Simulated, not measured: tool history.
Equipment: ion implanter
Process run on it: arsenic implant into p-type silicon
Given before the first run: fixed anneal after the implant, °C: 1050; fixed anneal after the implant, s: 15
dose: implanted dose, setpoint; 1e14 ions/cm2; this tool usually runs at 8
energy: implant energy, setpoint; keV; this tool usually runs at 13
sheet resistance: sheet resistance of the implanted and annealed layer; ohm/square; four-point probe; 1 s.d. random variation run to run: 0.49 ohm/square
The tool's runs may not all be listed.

| run | day | dose | energy | wafers since the last listed run | hours since the last dose calibration | hours since the extraction supply was calibrated | hours since the gauge calibration | read-back reference wafer on the same gauge, sheet resistance | sheet resistance |
|---|---|---|---|---|---|---|---|---|---|
| 1 | 0 | 9.4 | 11.5 | 0 | 1725.1 | 2815.1 | 445.8 | 153.94 | 127.1 |
| 2 | 2.75 | 9.4 | 11.5 | 1484 | 1791.1 | 2881.1 | 511.8 | 153.99 | 125.7 |
| 3 | 5.642 | 9.4 | 11.5 | 1560 | 1860.5 | 2950.5 | 581.2 | 154 | 126.12 |
| 4 | 6.921 | 8 | 13 | 690 | 1891.2 | 2981.2 | 611.9 | 153.83 | 138.64 |
| 5 | 7.929 | 8 | 13 | 544 | 1915.4 | 3005.4 | 636.1 | 153.8 | 138.15 |
| 6 | 9.092 | 8 | 10 | 627 | 1943.3 | 3033.3 | 664 | 153.89 | 141.25 |
|  | 14.329 | extraction supply calibrated |
| 7 | 14.529 | 8 | 13 | 2754 | 2073.8 | 4.8 | 794.5 | 154 | 138.88 |
|  | 22.158 | gauge calibrated |
| 8 | 22.308 | 8 | 13 | 4198 | 2260.5 | 191.5 | 3.6 | 153.98 | 136.76 |
| 9 | 23.425 | 8 | 13 | 602 | 2287.3 | 218.3 | 30.4 | 154.08 | 137.6 |

Estimate the outcome of run 10 from the log above:
|  | 25.262 | Faraday cup replaced and dose calibrated |
| 10 | 25.283 | 8 | 13 | 823 | 0.5 | 262.9 | 75 | ? | ? |

Run 10 came out at read-back reference wafer on the same gauge, sheet resistance 154.13, sheet resistance 144.45 ohm/square.
Had the tool carried no hidden state, the very same run would have given sheet resistance 143.61 ohm/square.
